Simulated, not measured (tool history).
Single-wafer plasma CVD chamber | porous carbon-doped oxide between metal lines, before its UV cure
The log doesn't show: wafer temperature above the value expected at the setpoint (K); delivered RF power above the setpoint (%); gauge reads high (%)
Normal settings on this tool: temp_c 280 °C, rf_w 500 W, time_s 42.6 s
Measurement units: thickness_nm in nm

run     day  temp_c  rf_w  time_s  wafers since the last listed run  hours since the last thermocouple change  hours since the last RF generator calibration  hours since the showerhead was replaced  hours since the gauge calibration  read-back reference wafer on the same gauge, thickness_nm  thickness_nm
  1       0     280   455    42.6                                 0                                    2002.7                                         2582.7                                   4283.2                              178.5                                                    244.037       261.611
  2   0.871     280   455    42.6                               397                                    2023.6                                         2603.6                                   4304.1                              199.4                                                    244.095       260.318
  3   1.667     289   500    42.6                               363                                    2042.7                                         2622.7                                   4323.2                              218.5                                                    244.132       265.026
  4   3.054     280   500    42.6                               634                                      2076                                           2656                                   4356.5                              251.8                                                    243.938       279.365
  5   5.867     280   500    42.6                              1285                                    2143.5                                         2723.5                                     4424                              319.3                                                    244.012       279.312
  6   6.742     280   500    44.9                               399                                    2164.5                                         2744.5                                     4445                              340.3                                                    243.973       293.556
      7.725  -- gauge calibrated
        7.8  -- showerhead replaced
      7.912  -- thermocouple changed; heater temperature recalibrated
  7   7.933     280   500    44.9                               340                                       0.5                                         2773.1                                      3.2                                  5                                                      243.9       303.567
  8   8.021     274   445    40.2                                39                                       2.6                                         2775.2                                      5.3                                7.1                                                    244.003       259.184
      9.388  -- RF generator calibrated
  9   9.408     276   455    35.6                               481                                      35.9                                            0.5                                     38.6                               40.4                                                    244.099       230.993
 10  10.288     295   470    46.9                               401                                        57                                           21.6                                     59.7                               61.5                                                     244.04       276.831
 11  10.883     280   455    42.6                               272                                      71.3                                           35.9                                       74                               75.8                                                    244.013       268.547
 12  12.338     280   435    39.1                               664                                     106.2                                           70.8                                    108.9                              110.7                                                    243.957       237.764
 13  13.654     280   570    42.6                               601                                     137.8                                          102.4                                    140.5                              142.3                                                    244.108       316.694
 14  14.733     280   500    42.6                               493                                     163.7                                          128.3                                    166.4                              168.2                                                    243.945       287.837

Forecast each of these 4 alternatives for the next run:
  A  14.75     280   470    42.6                                 7                                     164.1                                          128.7                                    166.8                              168.6                                                          ?             ?
  B  14.75     280   475    36.2                                 7                                     164.1                                          128.7                                    166.8                              168.6                                                          ?             ?
  C  14.75     290   420    42.6                                 7                                     164.1                                          128.7                                    166.8                              168.6                                                          ?             ?
  D  14.75     267   500    42.6                                 7                                     164.1                                          128.7                                    166.8                              168.6                                                          ?             ?

run  read-back reference wafer on the same gauge, thickness_nm  thickness_nm
  A                                                    244.053       275.007
  B                                                    244.053       236.472
  C                                                    244.053       236.219
  D                                                    244.053       312.201
Take away the tool's hidden state, keep each run's random variation, and the runs would have read:
run  thickness_nm
  A       274.655
  B       236.169
  C       235.929
  D       311.782

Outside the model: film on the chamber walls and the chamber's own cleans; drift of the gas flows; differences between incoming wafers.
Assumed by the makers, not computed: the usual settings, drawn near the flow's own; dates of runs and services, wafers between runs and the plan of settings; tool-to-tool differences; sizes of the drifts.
